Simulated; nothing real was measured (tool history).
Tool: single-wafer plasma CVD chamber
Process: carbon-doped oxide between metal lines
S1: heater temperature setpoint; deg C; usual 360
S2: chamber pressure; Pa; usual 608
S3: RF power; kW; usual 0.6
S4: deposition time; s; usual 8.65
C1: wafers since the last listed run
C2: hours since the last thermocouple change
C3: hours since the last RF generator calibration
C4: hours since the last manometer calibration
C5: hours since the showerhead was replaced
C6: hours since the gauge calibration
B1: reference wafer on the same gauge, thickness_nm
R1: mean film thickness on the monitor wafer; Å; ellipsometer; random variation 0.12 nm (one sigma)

{"run": 1, "hour": 0.0, "S1": 360, "S2": 608, "S3": 0.6, "S4": 8.65, "C1": 0, "C2": 1903.1, "C3": 372.3, "C4": 2207.6, "C5": 5596.7, "C6": 805.7, "B1": 45.329, "R1": 481.11}
{"run": 2, "hour": 62.5, "S1": 352, "S2": 608, "S3": 0.6, "S4": 10.02, "C1": 1151, "C2": 1965.6, "C3": 434.8, "C4": 2270.1, "C5": 5659.2, "C6": 868.2, "B1": 45.299, "R1": 568.64}
{"hour": 81.8, "done": "gauge calibrated"}
{"run": 3, "hour": 122.7, "S1": 352, "S2": 608, "S3": 0.6, "S4": 10.02, "C1": 1108, "C2": 2025.8, "C3": 495, "C4": 2330.3, "C5": 5719.4, "C6": 40.9, "B1": 45.001, "R1": 565.57}
{"run": 4, "hour": 150.1, "S1": 360, "S2": 608, "S3": 0.6, "S4": 8.65, "C1": 504, "C2": 2053.2, "C3": 522.4, "C4": 2357.7, "C5": 5746.8, "C6": 68.3, "B1": 44.994, "R1": 475.47}
{"run": 5, "hour": 335.6, "S1": 360, "S2": 608, "S3": 0.6, "S4": 8.65, "C1": 3417, "C2": 2238.7, "C3": 707.9, "C4": 2543.2, "C5": 5932.3, "C6": 253.8, "B1": 45.281, "R1": 480.11}
{"hour": 488.0, "done": "thermocouple changed; heater temperature recalibrated"}
{"run": 6, "hour": 536.0, "S1": 360, "S2": 608, "S3": 0.6, "S4": 8.65, "C1": 3544, "C2": 48, "C3": 908.3, "C4": 2743.6, "C5": 6132.7, "C6": 454.2, "B1": 45.352, "R1": 481.49}
{"hour": 567.0, "done": "RF generator calibrated"}
{"run": 7, "hour": 572.7, "S1": 360, "S2": 608, "S3": 0.6, "S4": 8.65, "C1": 528, "C2": 84.7, "C3": 5.7, "C4": 2780.3, "C5": 6169.4, "C6": 490.9, "B1": 45.361, "R1": 480.63}
{"run": 8, "hour": 607.2, "S1": 360, "S2": 608, "S3": 0.6, "S4": 8.65, "C1": 635, "C2": 119.2, "C3": 40.2, "C4": 2814.8, "C5": 6203.9, "C6": 525.4, "B1": 45.372, "R1": 481.23}
{"run": 9, "hour": 634.0, "S1": 360, "S2": 608, "S3": 0.6, "S4": 8.65, "C1": 493, "C2": 146, "C3": 67, "C4": 2841.6, "C5": 6230.7, "C6": 552.2, "B1": 45.419, "R1": 481.12}
{"run": 10, "hour": 666.1, "S1": 360, "S2": 608, "S3": 0.6, "S4": 8.65, "C1": 591, "C2": 178.1, "C3": 99.1, "C4": 2873.7, "C5": 6262.8, "C6": 584.3, "B1": 45.406, "R1": 481.14}
{"run": 11, "hour": 711.1, "S1": 360, "S2": 608, "S3": 0.6, "S4": 8.65, "C1": 828, "C2": 223.1, "C3": 144.1, "C4": 2918.7, "C5": 6307.8, "C6": 629.3, "B1": 45.413, "R1": 481.6}
{"hour": 846.3, "done": "capacitance manometer re-zeroed and calibrated"}
{"run": 12, "hour": 846.8, "S1": 360, "S2": 731, "S3": 0.72, "S4": 10.1, "C1": 2352, "C2": 358.8, "C3": 279.8, "C4": 0.5, "C5": 6443.5, "C6": 765, "B1": 45.443, "R1": 636.18}
{"run": 13, "hour": 913.5, "S1": 360, "S2": 539, "S3": 0.6, "S4": 8.65, "C1": 1228, "C2": 425.5, "C3": 346.5, "C4": 67.2, "C5": 6510.2, "C6": 831.7, "B1": 45.464, "R1": 473.51}
{"run": 14, "hour": 969.3, "S1": 372, "S2": 688, "S3": 0.495, "S4": 7.7, "C1": 1027, "C2": 481.3, "C3": 402.3, "C4": 123, "C5": 6566, "C6": 887.5, "B1": 45.398, "R1": 383.77}
{"hour": 993.9, "done": "gauge calibrated"}
{"hour": 1094.3, "done": "showerhead replaced"}
{"run": 15, "hour": 1096.4, "S1": 360, "S2": 608, "S3": 0.705, "S4": 8.65, "C1": 2194, "C2": 608.4, "C3": 529.4, "C4": 250.1, "C5": 2.1, "C6": 102.5, "B1": 45.002, "R1": 518.4}
{"run": 16, "hour": 1140.1, "S1": 360, "S2": 608, "S3": 0.6, "S4": 8.65, "C1": 805, "C2": 652.1, "C3": 573.1, "C4": 293.8, "C5": 45.8, "C6": 146.2, "B1": 45.074, "R1": 476.3}
{"run": 17, "hour": 1208.7, "S1": 360, "S2": 608, "S3": 0.6, "S4": 8.65, "C1": 1263, "C2": 720.7, "C3": 641.7, "C4": 362.4, "C5": 114.4, "C6": 214.8, "B1": 45.135, "R1": 481.44}
{"run": 18, "hour": 1265.6, "S1": 374, "S2": 485, "S3": 0.53, "S4": 8.06, "C1": 1048, "C2": 777.6, "C3": 698.6, "C4": 419.3, "C5": 171.3, "C6": 271.7, "B1": 45.184, "R1": 390.09}
{"run": 19, "hour": 1325.9, "S1": 369, "S2": 608, "S3": 0.705, "S4": 8.65, "C1": 1110, "C2": 837.9, "C3": 758.9, "C4": 479.6, "C5": 231.6, "C6": 332, "B1": 45.236, "R1": 510.55}
{"run": 20, "hour": 1362.7, "S1": 360, "S2": 608, "S3": 0.6, "S4": 8.65, "C1": 677, "C2": 874.7, "C3": 795.7, "C4": 516.4, "C5": 268.4, "C6": 368.8, "B1": 45.282, "R1": 478.02}
{"run": 21, "hour": 1395.3, "S1": 372, "S2": 704, "S3": 0.65, "S4": 8.65, "C1": 600, "C2": 907.3, "C3": 828.3, "C4": 549, "C5": 301, "C6": 401.4, "B1": 45.276, "R1": 501.16}
{"hour": 1455.0, "done": "RF generator calibrated"}
{"run": 22, "hour": 1455.5, "S1": 360, "S2": 608, "S3": 0.675, "S4": 8.65, "C1": 961, "C2": 967.5, "C3": 0.5, "C4": 609.2, "C5": 361.2, "C6": 461.6, "B1": 45.259, "R1": 511.73}

3 ways to go on from here, each from the tool as it stands after run 22. What would each give?
{"run": "A", "hour": 1455.9, "S1": 360, "S2": 608, "S3": 0.6, "S4": 7.34, "C1": 7, "C2": 967.9, "C3": 0.9, "C4": 609.6, "C5": 361.6, "C6": 462, "B1": "?", "R1": "?"}
{"run": "B", "hour": 1455.9, "S1": 365, "S2": 477, "S3": 0.6, "S4": 8.65, "C1": 7, "C2": 967.9, "C3": 0.9, "C4": 609.6, "C5": 361.6, "C6": 462, "B1": "?", "R1": "?"}
{"run": "C", "hour": 1455.9, "S1": 349, "S2": 608, "S3": 0.6, "S4": 8.65, "C1": 7, "C2": 967.9, "C3": 0.9, "C4": 609.6, "C5": 361.6, "C6": 462, "B1": "?", "R1": "?"}

run=A B1=45.285 R1=408.37
run=B B1=45.285 R1=457.06
run=C B1=45.285 R1=495.64
Without the tool's hidden state the same runs would have given:
run=A R1=404.75
run=B R1=453.01
run=C R1=491.25

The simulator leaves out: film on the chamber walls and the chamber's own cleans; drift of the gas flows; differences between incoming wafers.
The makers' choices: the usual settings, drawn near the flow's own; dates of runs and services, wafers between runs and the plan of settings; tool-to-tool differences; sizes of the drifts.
